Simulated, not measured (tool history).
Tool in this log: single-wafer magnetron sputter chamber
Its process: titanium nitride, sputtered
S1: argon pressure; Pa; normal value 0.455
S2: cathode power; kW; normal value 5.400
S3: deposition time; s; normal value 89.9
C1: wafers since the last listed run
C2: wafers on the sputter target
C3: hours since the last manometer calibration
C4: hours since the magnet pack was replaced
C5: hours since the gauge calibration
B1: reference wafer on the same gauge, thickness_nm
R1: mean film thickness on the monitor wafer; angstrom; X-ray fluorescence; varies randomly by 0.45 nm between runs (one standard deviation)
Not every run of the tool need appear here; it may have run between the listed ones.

run,hour,S1,S2,S3,C1,C2,C3,C4,C5,B1,R1
1,0.0,0.404,5.400,85.7,0,2888,708.0,11762.6,305.1,81.512,849.87
2,60.8,0.404,5.400,85.7,800,3688,768.8,11823.4,365.9,81.418,851.33
# hour 184.7: sputter target and shields replaced
# hour 202.3: capacitance manometer re-zeroed and calibrated
3,241.1,0.404,5.400,85.7,2161,636,38.8,12003.7,546.2,81.540,858.41
4,304.9,0.455,5.050,89.9,839,1475,102.6,12067.5,610.0,81.473,830.12
5,512.2,0.455,5.050,89.9,2727,4203,309.9,12274.8,817.3,81.464,807.73
# hour 557.8: sputter target and shields replaced
6,604.4,0.537,5.400,89.9,1107,613,402.1,12367.0,909.5,81.564,881.01
7,707.7,0.595,5.400,89.9,1359,1972,505.4,12470.3,1012.8,81.520,861.68
8,770.2,0.595,5.400,89.9,822,2795,567.9,12532.8,1075.3,81.599,867.74
9,807.5,0.595,5.400,89.9,490,3286,605.2,12570.1,1112.6,81.579,855.01
# hour 879.5: sputter target and shields replaced
10,880.9,0.373,4.650,84.8,860,18,678.6,12643.5,1186.0,81.609,744.76
11,979.8,0.455,5.400,89.9,1301,1319,777.5,12742.4,1284.9,81.593,898.36
# hour 1223.4: sputter target and shields replaced
# hour 1223.9: capacitance manometer re-zeroed and calibrated
# hour 1230.4: magnet pack replaced
12,1264.8,0.455,6.350,72.7,3552,452,40.9,34.4,1569.9,81.496,856.52
13,1335.3,0.613,5.950,106.6,927,1379,111.4,104.9,1640.4,81.359,1144.66
# hour 1343.0: gauge calibrated
14,1433.2,0.595,5.400,89.9,1288,2668,209.3,202.8,90.2,81.441,864.00
# hour 1546.1: sputter target and shields replaced
15,1546.6,0.595,4.100,95.4,1386,6,322.7,316.2,203.6,81.406,706.49
16,1640.0,0.455,5.400,89.9,1229,1235,416.1,409.6,297.0,81.437,882.00
17,1738.7,0.299,5.400,89.9,1298,2534,514.8,508.3,395.7,81.398,902.49
18,1787.2,0.520,6.000,97.4,638,3172,563.3,556.8,444.2,81.433,1044.05

5 options for the next run, each taken on its own from the tool as it stands now. Forecast them:
A,1787.6,0.532,5.400,89.9,5,3178,563.7,557.2,444.6,?,?
B,1787.6,0.554,4.400,76.5,5,3178,563.7,557.2,444.6,?,?
C,1787.6,0.560,5.400,95.0,5,3178,563.7,557.2,444.6,?,?
D,1787.6,0.635,6.700,95.5,5,3178,563.7,557.2,444.6,?,?
E,1787.6,0.613,5.400,78.6,5,3178,563.7,557.2,444.6,?,?

run,B1,R1
A,81.582,860.79
B,81.582,594.25
C,81.582,904.61
D,81.582,1111.76
E,81.582,740.67
Stripped of hidden state, with their random variation kept, the same runs would have yielded:
run,R1
A,888.08
B,613.09
C,933.28
D,1147.00
E,764.15
